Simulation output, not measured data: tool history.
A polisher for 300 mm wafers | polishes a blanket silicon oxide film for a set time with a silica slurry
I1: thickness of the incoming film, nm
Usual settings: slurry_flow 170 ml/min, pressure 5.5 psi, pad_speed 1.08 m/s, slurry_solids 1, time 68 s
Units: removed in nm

{"run": 1, "day": 0.0, "slurry_flow": 145, "pressure": 5.5, "pad_speed": 1.08, "slurry_solids": 0.85, "time": 68, "I1": 1130.1, "removed": 232.6}
{"day": 0.517, "done": "slurry blender recalibrated"}
{"day": 0.929, "done": "slurry nozzle cleaned"}
{"run": 2, "day": 0.975, "slurry_flow": 145, "pressure": 5.5, "pad_speed": 1.08, "slurry_solids": 0.85, "time": 68, "I1": 1129, "removed": 238}
{"run": 3, "day": 1.625, "slurry_flow": 170, "pressure": 5.5, "pad_speed": 1.34, "slurry_solids": 1.05, "time": 68, "I1": 1123.9, "removed": 335.6}
{"day": 2.571, "done": "worn pad replaced by a new one"}
{"day": 2.588, "done": "conditioning disc replaced and pad reconditioned"}
{"run": 4, "day": 2.846, "slurry_flow": 170, "pressure": 5.5, "pad_speed": 1.34, "slurry_solids": 1.05, "time": 68, "I1": 1125.1, "removed": 337.4}
{"run": 5, "day": 3.667, "slurry_flow": 170, "pressure": 5.5, "pad_speed": 1.34, "slurry_solids": 1.05, "time": 68, "I1": 1130.5, "removed": 333}
{"run": 6, "day": 4.979, "slurry_flow": 170, "pressure": 5.5, "pad_speed": 1.08, "slurry_solids": 1, "time": 68, "I1": 1104.9, "removed": 267.4}
{"run": 7, "day": 5.754, "slurry_flow": 170, "pressure": 5.5, "pad_speed": 1.08, "slurry_solids": 1, "time": 68, "I1": 1135.8, "removed": 265.1}
{"run": 8, "day": 6.392, "slurry_flow": 170, "pressure": 5.5, "pad_speed": 1.08, "slurry_solids": 1, "time": 68, "I1": 1124.7, "removed": 262.9}
{"day": 6.604, "done": "worn pad replaced by a new one"}
{"run": 9, "day": 7.654, "slurry_flow": 170, "pressure": 5.5, "pad_speed": 1.08, "slurry_solids": 1, "time": 68, "I1": 1124.4, "removed": 261.9}
{"day": 8.817, "done": "slurry blender recalibrated"}
{"run": 10, "day": 8.838, "slurry_flow": 135, "pressure": 5.5, "pad_speed": 0.76, "slurry_solids": 1, "time": 52, "I1": 1142.5, "removed": 153.7}
{"day": 10.479, "done": "worn pad replaced by a new one"}
{"day": 12.558, "done": "slurry nozzle cleaned"}
{"run": 11, "day": 12.7, "slurry_flow": 170, "pressure": 5.5, "pad_speed": 1.08, "slurry_solids": 1, "time": 68, "I1": 1137.2, "removed": 264.2}
{"run": 12, "day": 14.017, "slurry_flow": 170, "pressure": 4.7, "pad_speed": 1.08, "slurry_solids": 1, "time": 68, "I1": 1125.9, "removed": 232.2}
{"day": 14.592, "done": "worn pad replaced by a new one"}
{"day": 15.338, "done": "head pressure recalibrated"}
{"day": 15.4, "done": "conditioning disc replaced and pad reconditioned"}
{"run": 13, "day": 15.479, "slurry_flow": 170, "pressure": 5.5, "pad_speed": 1.34, "slurry_solids": 1, "time": 68, "I1": 1106.9, "removed": 315}
{"day": 16.258, "done": "slurry blender recalibrated"}
{"run": 14, "day": 16.929, "slurry_flow": 170, "pressure": 5.5, "pad_speed": 1.08, "slurry_solids": 1, "time": 68, "I1": 1124.1, "removed": 273.6}
{"run": 15, "day": 17.762, "slurry_flow": 170, "pressure": 5.5, "pad_speed": 1.08, "slurry_solids": 1, "time": 68, "I1": 1126, "removed": 271.9}
{"day": 18.55, "done": "worn pad replaced by a new one"}
{"run": 16, "day": 18.571, "slurry_flow": 170, "pressure": 6.2, "pad_speed": 1.08, "slurry_solids": 1, "time": 56, "I1": 1117.7, "removed": 249.4}
{"run": 17, "day": 19.45, "slurry_flow": 170, "pressure": 5.5, "pad_speed": 1.08, "slurry_solids": 1, "time": 81, "I1": 1102.1, "removed": 320.9}
{"run": 18, "day": 20.517, "slurry_flow": 110, "pressure": 5.5, "pad_speed": 1.08, "slurry_solids": 1, "time": 59, "I1": 1126.6, "removed": 210.2}
{"run": 19, "day": 21.438, "slurry_flow": 210, "pressure": 5.5, "pad_speed": 0.92, "slurry_solids": 0.9, "time": 44, "I1": 1113.8, "removed": 146}

Forecast each of these 5 alternatives for the next run:
{"run": "A", "day": 21.454, "slurry_flow": 170, "pressure": 5.5, "pad_speed": 1.08, "slurry_solids": 0.75, "time": 68, "I1": 1127.5, "removed": "?"}
{"run": "B", "day": 21.454, "slurry_flow": 150, "pressure": 5.5, "pad_speed": 0.84, "slurry_solids": 0.75, "time": 45, "I1": 1127.5, "removed": "?"}
{"run": "C", "day": 21.454, "slurry_flow": 170, "pressure": 5.5, "pad_speed": 0.98, "slurry_solids": 1.25, "time": 51, "I1": 1127.5, "removed": "?"}
{"run": "D", "day": 21.454, "slurry_flow": 115, "pressure": 5.5, "pad_speed": 0.72, "slurry_solids": 1, "time": 68, "I1": 1127.5, "removed": "?"}
{"run": "E", "day": 21.454, "slurry_flow": 170, "pressure": 5.5, "pad_speed": 1.08, "slurry_solids": 0.8, "time": 68, "I1": 1127.5, "removed": "?"}

run=A removed=218.8
run=B removed=115.8
run=C removed=209.6
run=D removed=177.9
run=E removed=230
Without the tool's hidden state the same runs would have given:
run=A removed=231.3
run=B removed=122.4
run=C removed=218
run=D removed=186.2
run=E removed=242.6
